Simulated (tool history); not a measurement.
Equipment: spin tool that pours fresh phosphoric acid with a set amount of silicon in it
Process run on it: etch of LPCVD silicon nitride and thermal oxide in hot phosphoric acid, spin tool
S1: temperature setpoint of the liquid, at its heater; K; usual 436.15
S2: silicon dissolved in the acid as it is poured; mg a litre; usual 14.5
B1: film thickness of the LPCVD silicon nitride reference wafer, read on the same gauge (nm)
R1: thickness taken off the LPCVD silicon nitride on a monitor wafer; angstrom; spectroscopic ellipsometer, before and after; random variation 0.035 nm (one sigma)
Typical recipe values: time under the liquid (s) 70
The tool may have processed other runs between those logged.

{"run": 1, "hour": 0.0, "S1": 436.15, "S2": 14.5, "time under the liquid (s)": 70, "B1": 49.97, "R1": 56.4}
{"run": 2, "hour": 60.5, "S1": 436.15, "S2": 14.5, "time under the liquid (s)": 70, "B1": 50.02, "R1": 56.3}
{"run": 3, "hour": 159.6, "S1": 436.15, "S2": 14.5, "time under the liquid (s)": 70, "B1": 50.01, "R1": 56.3}
{"hour": 162.5, "done": "thermometer replaced"}
{"hour": 195.2, "done": "dissolved silicon flow meter replaced"}
{"hour": 238.3, "done": "gauge calibrated"}
{"run": 4, "hour": 247.6, "S1": 436.15, "S2": 14.5, "time under the liquid (s)": 70, "B1": 50.03, "R1": 59.1}
{"run": 5, "hour": 291.4, "S1": 436.15, "S2": 14.5, "time under the liquid (s)": 70, "B1": 50.02, "R1": 59.4}
{"run": 6, "hour": 346.1, "S1": 436.15, "S2": 9.0, "time under the liquid (s)": 70, "B1": 50.01, "R1": 59.2}
{"run": 7, "hour": 451.1, "S1": 434.65, "S2": 24.0, "time under the liquid (s)": 70, "B1": 50.0, "R1": 56.4}
{"run": 8, "hour": 550.7, "S1": 436.15, "S2": 14.5, "time under the liquid (s)": 70, "B1": 50.0, "R1": 59.0}
{"run": 9, "hour": 625.2, "S1": 437.15, "S2": 14.5, "time under the liquid (s)": 90, "B1": 49.99, "R1": 78.5}
{"run": 10, "hour": 666.4, "S1": 433.15, "S2": 3.5, "time under the liquid (s)": 45, "B1": 50.02, "R1": 34.4}
{"run": 11, "hour": 714.7, "S1": 437.15, "S2": 14.5, "time under the liquid (s)": 100, "B1": 49.99, "R1": 86.1}
{"run": 12, "hour": 786.4, "S1": 433.65, "S2": 14.5, "time under the liquid (s)": 55, "B1": 49.97, "R1": 42.9}
{"run": 13, "hour": 830.2, "S1": 436.15, "S2": 14.5, "time under the liquid (s)": 70, "B1": 49.99, "R1": 58.6}
{"run": 14, "hour": 889.4, "S1": 437.65, "S2": 14.5, "time under the liquid (s)": 70, "B1": 50.0, "R1": 61.3}
{"hour": 922.0, "done": "heated supply line repaired"}
{"run": 15, "hour": 957.1, "S1": 436.15, "S2": 14.5, "time under the liquid (s)": 90, "B1": 49.99, "R1": 75.4}
{"run": 16, "hour": 1057.9, "S1": 436.15, "S2": 10.0, "time under the liquid (s)": 70, "B1": 49.99, "R1": 57.9}
{"run": 17, "hour": 1095.3, "S1": 436.15, "S2": 4.5, "time under the liquid (s)": 100, "B1": 50.0, "R1": 82.4}
{"run": 18, "hour": 1159.5, "S1": 433.65, "S2": 21.0, "time under the liquid (s)": 70, "B1": 50.04, "R1": 53.3}
{"run": 19, "hour": 1217.9, "S1": 436.15, "S2": 14.5, "time under the liquid (s)": 60, "B1": 49.97, "R1": 49.8}

Predict the results of run 20:
{"run": 20, "hour": 1258.4, "S1": 436.15, "S2": 8.5, "time under the liquid (s)": 70, "B1": "?", "R1": "?"}

Run 20 produced B1 49.99, R1 58.0 angstrom.
Minus the tool's unlogged condition, the same run would have read R1 60.3 angstrom.
